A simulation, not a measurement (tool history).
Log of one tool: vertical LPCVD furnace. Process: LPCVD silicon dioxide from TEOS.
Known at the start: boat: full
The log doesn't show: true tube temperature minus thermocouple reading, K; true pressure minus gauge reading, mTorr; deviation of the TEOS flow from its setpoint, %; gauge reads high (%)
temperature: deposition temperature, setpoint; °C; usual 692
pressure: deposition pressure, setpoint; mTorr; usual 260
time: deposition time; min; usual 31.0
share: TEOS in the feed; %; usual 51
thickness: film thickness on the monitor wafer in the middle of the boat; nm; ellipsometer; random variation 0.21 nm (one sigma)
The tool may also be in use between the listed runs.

run	day	temperature	pressure	time	share	wafers since the last listed run	hours since the last temperature calibration	hours since the pressure gauge was zeroed	hours since the TEOS flow controller was replaced	hours since the gauge calibration	read-back reference wafer on the same gauge, thickness	thickness
1	0.000	692	300	40.5	51	0	3252.8	2863.3	3167.4	283.9	165.98	212.41
2	0.771	692	300	40.5	51	397	3271.3	2881.8	3185.9	302.4	165.96	212.00
3	2.229	692	290	31.0	51	752	3306.3	2916.8	3220.9	337.4	165.98	160.09
4	2.904	692	290	31.0	51	348	3322.5	2933.0	3237.1	353.6	166.05	159.85
5	3.675	692	290	31.0	51	397	3341.0	2951.5	3255.6	372.1	166.00	159.95
6	6.504	692	260	31.0	51	1459	3408.9	3019.4	3323.5	440.0	166.07	150.83
7	7.850	692	220	31.0	51	694	3441.2	3051.7	3355.8	472.3	166.05	138.41
8	9.133	692	220	31.0	51	661	3472.0	3082.5	3386.6	503.1	165.99	138.52
9	10.300	692	260	31.0	58	601	3500.0	3110.5	3414.6	531.1	166.01	161.36
10	11.162	692	260	31.0	58	444	3520.7	3131.2	3435.3	551.8	165.98	161.92
11	11.896	692	260	31.0	58	378	3538.3	3148.8	3452.9	569.4	166.01	161.75
12	13.100	692	260	31.0	51	621	3567.2	3177.7	3481.8	598.3	166.02	151.96
13	14.183	692	260	31.0	54	558	3593.2	3203.7	3507.8	624.3	165.97	156.05
14	14.933	692	260	31.0	54	386	3611.2	3221.7	3525.8	642.3	166.05	155.84
# day 16.321: TEOS flow controller replaced
# day 17.104: pressure gauge zeroed
15	17.125	692	260	31.0	54	210	3663.8	0.5	19.3	694.9	166.02	160.10
16	17.271	698	285	42.0	60	75	3667.3	4.0	22.8	698.4	165.96	275.64
17	17.417	692	260	31.0	51	75	3670.8	7.5	26.3	701.9	166.01	156.22
18	18.371	692	260	31.0	51	492	3693.7	30.4	49.2	724.8	165.99	155.56
19	19.346	682	260	31.0	51	502	3717.1	53.8	72.6	748.2	165.97	122.83
# day 20.017: gauge calibrated
20	20.171	692	210	31.0	51	425	3736.9	73.6	92.4	3.7	166.05	139.84
21	20.992	692	220	31.0	51	423	3756.6	93.3	112.1	23.4	165.96	143.07
22	22.117	692	260	31.0	51	580	3783.6	120.3	139.1	50.4	166.01	155.18
# day 25.679: thermocouples replaced and temperature profile calibrated
23	25.700	692	260	31.0	51	1332	0.5	206.3	225.1	136.4	165.99	142.14
24	25.846	692	260	31.0	48	75	4.0	209.8	228.6	139.9	166.02	137.95
25	26.846	692	260	40.0	51	515	28.0	233.8	252.6	163.9	165.97	183.59
26	28.325	692	260	31.0	51	762	63.5	269.3	288.1	199.4	166.01	142.25
27	29.475	692	260	23.5	58	593	91.1	296.9	315.7	227.0	166.04	114.65
28	30.038	703	310	31.0	51	290	104.6	310.4	329.2	240.5	166.05	201.41
29	31.188	692	260	31.0	51	593	132.2	338.0	356.8	268.1	165.95	142.09
30	31.754	692	205	20.5	51	292	145.8	351.6	370.4	281.7	165.99	83.28
31	32.954	692	260	27.0	47	618	174.6	380.4	399.2	310.5	166.00	118.74

Some steps in thickness between neighbouring runs. How much of each would the tool show without its hidden state too (settings, what came in, random variation), and how much is left for the hidden state, with any gauge scatter that isn't in both results?
Run 15 -> 16: temperature 692 -> 698, pressure 260 -> 285, time 31.0 -> 42.0, share 54 -> 60. thickness +115.54 nm: hidden state +9.12, all else +106.42.
Run 16 -> 17: temperature 698 -> 692, pressure 285 -> 260, time 42.0 -> 31.0, share 60 -> 51. thickness -119.42 nm: hidden state -9.44, all else -109.98.
Run 22 -> 23: thermocouples replaced and temperature profile calibrated. thickness -13.04 nm: hidden state -13.31, all else +0.27.
Run 27 -> 28: temperature 692 -> 703, pressure 260 -> 310, time 23.5 -> 31.0, share 58 -> 51. thickness +86.76 nm: hidden state -0.24, all else +87.00.
